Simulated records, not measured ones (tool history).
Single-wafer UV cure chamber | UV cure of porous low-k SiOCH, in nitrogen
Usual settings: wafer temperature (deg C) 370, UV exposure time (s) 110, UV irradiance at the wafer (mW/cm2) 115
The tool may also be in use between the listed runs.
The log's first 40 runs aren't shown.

| run | hour | wafer temperature (deg C) | UV exposure time (s) | UV irradiance at the wafer (mW/cm2) | wafers since the last listed run | hours since the UV bulbs were replaced | wafers since the quartz window was cleaned | loss of film thickness in the cure (%) |
|---|---|---|---|---|---|---|---|---|
| 41 | 1916.7 | 380 | 165 | 144 | 190 | 615.1 | 486 | 14.769 |
| 42 | 1954.2 | 388 | 110 | 115 | 115 | 652.6 | 601 | 11.247 |
| 43 | 1987.3 | 370 | 110 | 127 | 101 | 685.7 | 702 | 11.091 |
| 44 | 2055.2 | 360 | 50 | 115 | 208 | 753.6 | 911 | 6.572 |
| 45 | 2119.8 | 370 | 110 | 115 | 198 | 818.2 | 1109 | 10.65 |
| 46 | 2190.2 | 359 | 150 | 115 | 215 | 888.6 | 1325 | 12.075 |
| 47 | 2223.5 | 389 | 60 | 132 | 102 | 921.9 | 1427 | 8.489 |
|  | 2250.9 | quartz window cleaned |
| 48 | 2272.8 | 358 | 110 | 115 | 126 | 971.2 | 67 | 10.152 |
| 49 | 2339.5 | 350 | 110 | 115 | 204 | 1037.9 | 271 | 9.844 |

4 ways to go on from here, each from the tool as it stands after run 49. What would each give?
| A | 2340 | 370 | 110 | 115 | 1 | 1038.4 | 273 | ? |
| B | 2340 | 364 | 175 | 145 | 1 | 1038.4 | 273 | ? |
| C | 2340 | 377 | 110 | 115 | 1 | 1038.4 | 273 | ? |
| D | 2340 | 357 | 55 | 84 | 1 | 1038.4 | 273 | ? |

| run | loss of film thickness in the cure (%) |
|---|---|
| A | 10.469 |
| B | 14.089 |
| C | 10.622 |
| D | 5.382 |
Without the tool's hidden state the same runs would have given:
| run | loss of film thickness in the cure (%) |
|---|---|
| A | 11.699 |
| B | 15.393 |
| C | 11.855 |
| D | 6.366 |
